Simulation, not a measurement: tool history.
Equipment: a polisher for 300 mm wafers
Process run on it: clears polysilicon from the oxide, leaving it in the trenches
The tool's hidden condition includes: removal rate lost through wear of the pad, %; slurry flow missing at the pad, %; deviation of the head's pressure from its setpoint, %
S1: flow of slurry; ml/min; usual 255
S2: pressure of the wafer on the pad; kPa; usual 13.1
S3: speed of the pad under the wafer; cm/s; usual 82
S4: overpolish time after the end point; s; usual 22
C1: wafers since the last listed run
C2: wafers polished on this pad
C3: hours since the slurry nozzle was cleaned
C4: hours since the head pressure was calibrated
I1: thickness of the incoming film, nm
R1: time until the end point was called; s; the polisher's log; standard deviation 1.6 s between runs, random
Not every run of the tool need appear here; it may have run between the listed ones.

| run | hour | S1 | S2 | S3 | S4 | C1 | C2 | C3 | C4 | I1 | R1 |
|---|---|---|---|---|---|---|---|---|---|---|---|
| 1 | 0 | 255 | 13.1 | 82 | 22 | 0 | 219 | 202 | 596.7 | 732.4 | 91.9 |
| 2 | 11.4 | 255 | 13.1 | 82 | 22 | 69 | 289 | 213.4 | 608.1 | 724 | 89.9 |
| 3 | 24.7 | 255 | 13.1 | 82 | 22 | 81 | 370 | 226.7 | 621.4 | 731.7 | 91.9 |
| 4 | 38.8 | 255 | 13.1 | 82 | 31 | 86 | 456 | 240.8 | 635.5 | 718.2 | 92.2 |
| 5 | 45 | 255 | 13.1 | 82 | 31 | 37 | 494 | 247 | 641.7 | 709.9 | 90.9 |
| 6 | 59.2 | 255 | 13.1 | 82 | 31 | 86 | 581 | 261.2 | 655.9 | 717.6 | 89.3 |
| 7 | 71.3 | 255 | 13.1 | 82 | 22 | 74 | 655 | 273.3 | 668 | 720.3 | 91.2 |
|  | 85.1 | head pressure recalibrated |
| 8 | 89.1 | 255 | 13.1 | 82 | 22 | 96 | 752 | 291.1 | 4 | 715.2 | 95 |
| 9 | 104.1 | 185 | 13.1 | 82 | 22 | 91 | 843 | 306.1 | 19 | 719.7 | 95.9 |
|  | 115.7 | worn pad replaced by a new one, of another model than before |
| 10 | 120.7 | 320 | 13.1 | 82 | 22 | 77 | 30 | 322.7 | 35.6 | 733.9 | 87.3 |
| 11 | 132.1 | 320 | 13.1 | 82 | 22 | 69 | 100 | 334.1 | 47 | 711.3 | 84.7 |
| 12 | 144.4 | 255 | 13.1 | 82 | 22 | 75 | 175 | 346.4 | 59.3 | 725.3 | 89.6 |
| 13 | 158 | 255 | 13.1 | 82 | 15 | 83 | 258 | 360 | 72.9 | 731.3 | 86.3 |
| 14 | 166 | 185 | 13.1 | 82 | 22 | 48 | 307 | 368 | 80.9 | 722.4 | 94 |
| 15 | 180.8 | 185 | 10.3 | 82 | 16 | 90 | 397 | 382.8 | 95.7 | 723.2 | 111.7 |
| 16 | 186.8 | 255 | 13.1 | 82 | 22 | 36 | 434 | 388.8 | 101.7 | 716.2 | 89.6 |
| 17 | 203 | 195 | 9.7 | 82 | 18 | 99 | 533 | 405 | 117.9 | 730.2 | 116.7 |
| 18 | 209.8 | 255 | 13.1 | 70 | 22 | 41 | 575 | 411.8 | 124.7 | 710.1 | 98.3 |
|  | 212.5 | slurry nozzle cleaned |
| 19 | 219.2 | 255 | 13.1 | 82 | 16 | 51 | 626 | 6.7 | 134.1 | 732.7 | 93.5 |
| 20 | 228.5 | 340 | 15.9 | 82 | 22 | 56 | 683 | 16 | 143.4 | 713.7 | 79 |
| 21 | 243.9 | 255 | 13.1 | 82 | 22 | 94 | 777 | 31.4 | 158.8 | 714.3 | 94.9 |
| 22 | 252.6 | 340 | 13.1 | 82 | 12 | 53 | 830 | 40.1 | 167.5 | 718.5 | 96.7 |
|  | 263.5 | worn pad replaced by a new one |
| 23 | 267.7 | 255 | 13.1 | 82 | 22 | 67 | 25 | 55.2 | 182.6 | 709 | 87.2 |
| 24 | 279.2 | 255 | 13.1 | 108 | 22 | 70 | 95 | 66.7 | 194.1 | 723.3 | 76.3 |

What the log doesn't show, run by run:
slurry flow missing at the pad, %: 0 across all the runs
deviation of the head's pressure from its setpoint, %: 0 across all the runs
H1: removal rate lost through wear of the pad, %
| run | H1 |
|---|---|
| 1 | 1.34 |
| 2 | 1.73 |
| 3 | 2.31 |
| 4 | 3.09 |
| 5 | 3.49 |
| 6 | 4.51 |
| 7 | 5.51 |
| 8 | 7.19 |
| 9 | 8.82 |
| 10 | 0.122 |
| 11 | 0.221 |
| 12 | 0.447 |
| 13 | 0.841 |
| 14 | 1.14 |
| 15 | 1.84 |
| 16 | 2.17 |
| 17 | 3.22 |
| 18 | 3.73 |
| 19 | 4.49 |
| 20 | 5.31 |
| 21 | 6.82 |
| 22 | 7.76 |
| 23 | 2.42 |
| 24 | 2.52 |
